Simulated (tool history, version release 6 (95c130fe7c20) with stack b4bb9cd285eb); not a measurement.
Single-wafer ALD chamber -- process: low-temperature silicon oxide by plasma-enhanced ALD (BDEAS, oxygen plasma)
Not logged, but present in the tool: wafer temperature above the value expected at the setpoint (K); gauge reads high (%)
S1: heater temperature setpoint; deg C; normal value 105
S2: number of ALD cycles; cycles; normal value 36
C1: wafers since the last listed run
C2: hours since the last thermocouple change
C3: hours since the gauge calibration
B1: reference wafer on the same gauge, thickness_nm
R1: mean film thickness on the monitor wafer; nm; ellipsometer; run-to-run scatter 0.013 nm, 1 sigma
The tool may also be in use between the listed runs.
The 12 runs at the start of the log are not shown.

| run | hour | S1 | S2 | C1 | C2 | C3 | B1 | R1 |
|---|---|---|---|---|---|---|---|---|
| 13 | 891.5 | 101 | 34 | 335 | 2575 | 118.5 | 4.268 | 4.948 |
| 14 | 985.6 | 101 | 34 | 557 | 2669.1 | 212.6 | 4.271 | 4.949 |
| 15 | 1032 | 101 | 34 | 274 | 2715.5 | 259 | 4.273 | 4.947 |
| 16 | 1094.1 | 115 | 36 | 367 | 2777.6 | 321.1 | 4.271 | 5.113 |
| 17 | 1190.6 | 110 | 33 | 571 | 2874.1 | 417.6 | 4.267 | 4.7 |
| 18 | 1256.7 | 105 | 36 | 391 | 2940.2 | 483.7 | 4.27 | 5.171 |
| 19 | 1294.8 | 91 | 39 | 225 | 2978.3 | 521.8 | 4.269 | 5.873 |
| 20 | 1354.6 | 105 | 36 | 354 | 3038.1 | 581.6 | 4.272 | 5.164 |
|  | 1426.8 | thermocouple changed; heater temperature recalibrated |
| 21 | 1470.3 | 93 | 40 | 637 | 43.5 | 697.3 | 4.266 | 5.898 |
| 22 | 1563.2 | 96 | 30 | 550 | 136.4 | 790.2 | 4.267 | 4.406 |
| 23 | 1641.1 | 92 | 32 | 461 | 214.3 | 868.1 | 4.271 | 4.781 |
| 24 | 1743.3 | 96 | 31 | 605 | 316.5 | 970.3 | 4.27 | 4.583 |
| 25 | 1787.1 | 90 | 30 | 259 | 360.3 | 1014.1 | 4.267 | 4.499 |

The next listed run, before its measurement:
| 26 | 1880.8 | 101 | 41 | 554 | 454 | 1107.8 | ? | ? |

{"run 26": {"B1": 4.27, "R1": 5.921}}
If the tool had no hidden condition, the same run with the same run-to-run variation would have returned R1 5.875 nm.
